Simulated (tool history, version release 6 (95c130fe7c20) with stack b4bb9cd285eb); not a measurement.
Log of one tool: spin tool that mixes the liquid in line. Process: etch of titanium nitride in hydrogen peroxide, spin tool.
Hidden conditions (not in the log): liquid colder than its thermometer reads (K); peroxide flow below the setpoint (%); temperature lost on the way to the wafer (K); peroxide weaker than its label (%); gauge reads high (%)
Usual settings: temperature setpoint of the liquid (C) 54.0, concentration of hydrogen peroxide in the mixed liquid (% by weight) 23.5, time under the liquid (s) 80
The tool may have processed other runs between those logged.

run   hour  temperature setpoint of the liquid (C)  concentration of hydrogen peroxide in the mixed liquid (% by weight)  time under the liquid (s)  wafers since the last listed run  hours since the thermometer was replaced  hours since the peroxide flow meter was replaced  hours since the heated supply line was repaired  hours since the drum of peroxide was connected  hours since the gauge calibration  read-back film thickness of the titanium nitride reference wafer, read on the same gauge (nm)  thickness taken off the titanium nitride on a monitor wafer (Å)
  1    0.0                                    54.0                                                                  23.5                         80                                 0                                    2701.4                                            1990.4                                           3861.0                                           930.8                               41.6                                                                                         109.99                                                             67.8
  2    7.8                                    51.0                                                                  23.5                         80                                99                                    2709.2                                            1998.2                                           3868.8                                           938.6                               49.4                                                                                         110.00                                                             54.1
  3   20.1                                    54.0                                                                  23.5                         90                               156                                    2721.5                                            2010.5                                           3881.1                                           950.9                               61.7                                                                                         110.00                                                             76.3
  4   31.3                                    54.0                                                                  23.5                         80                               142                                    2732.7                                            2021.7                                           3892.3                                           962.1                               72.9                                                                                         109.99                                                             67.9
  5   41.6                                    54.0                                                                  27.0                         80                               130                                    2743.0                                            2032.0                                           3902.6                                           972.4                               83.2                                                                                         110.01                                                             69.7
  6   50.2                                    54.0                                                                  27.0                         80                               109                                    2751.6                                            2040.6                                           3911.2                                           981.0                               91.8                                                                                         110.02                                                             69.5
      52.2  -- peroxide flow meter replaced
  7   58.5                                    54.0                                                                  27.0                         80                                92                                    2759.9                                               6.3                                           3919.5                                           989.3                              100.1                                                                                         110.00                                                             69.6
  8   67.6                                    54.0                                                                  23.5                         80                               115                                    2769.0                                              15.4                                           3928.6                                           998.4                              109.2                                                                                         110.00                                                             67.5
  9   78.4                                    62.0                                                                  29.0                         35                               137                                    2779.8                                              26.2                                           3939.4                                          1009.2                              120.0                                                                                         110.02                                                             54.5
      83.9  -- new drum of peroxide connected
 10   90.7                                    60.5                                                                  20.0                        125                               143                                    2792.1                                              38.5                                           3951.7                                             6.8                              132.3                                                                                         110.00                                                            161.1
      94.6  -- gauge calibrated
 11   99.3                                    54.0                                                                  23.5                         80                               109                                    2800.7                                              47.1                                           3960.3                                            15.4                                4.7                                                                                         110.00                                                             67.5
 12  111.6                                    54.0                                                                  23.5                         35                               156                                    2813.0                                              59.4                                           3972.6                                            27.7                               17.0                                                                                         110.01                                                             29.4
     117.6  -- heated supply line repaired
     119.6  -- thermometer replaced
 13  121.3                                    54.0                                                                  20.5                        105                                97                                       1.7                                              69.1                                              3.7                                            37.4                               26.7                                                                                         110.02                                                            116.1
 14  138.3                                    63.0                                                                  18.5                        100                               216                                      18.7                                              86.1                                             20.7                                            54.4                               43.7                                                                                         110.00                                                            200.8
 15  149.2                                    54.0                                                                  27.0                         80                               138                                      29.6                                              97.0                                             31.6                                            65.3                               54.6                                                                                         110.00                                                             93.6
 16  164.6                                    62.0                                                                  17.0                         30                               195                                      45.0                                             112.4                                             47.0                                            80.7                               70.0                                                                                         110.00                                                             55.2

Measured result minus the same run's result without the hidden state. Both carry the same run-to-run variation, though not necessarily the same gauge scatter:
run  thickness taken off the titanium nitride on a monitor wafer (Å)
  1                                                            -27.9
  2                                                            -22.8
  3                                                            -31.5
  4                                                            -28.0
  5                                                            -28.9
  6                                                            -28.8
  7                                                            -29.0
  8                                                            -28.2
  9                                                            -21.6
 10                                                            -64.7
 11                                                            -28.4
 12                                                            -12.5
 13                                                             -5.6
 14                                                             -9.4
 15                                                             -4.7
 16                                                             -2.7
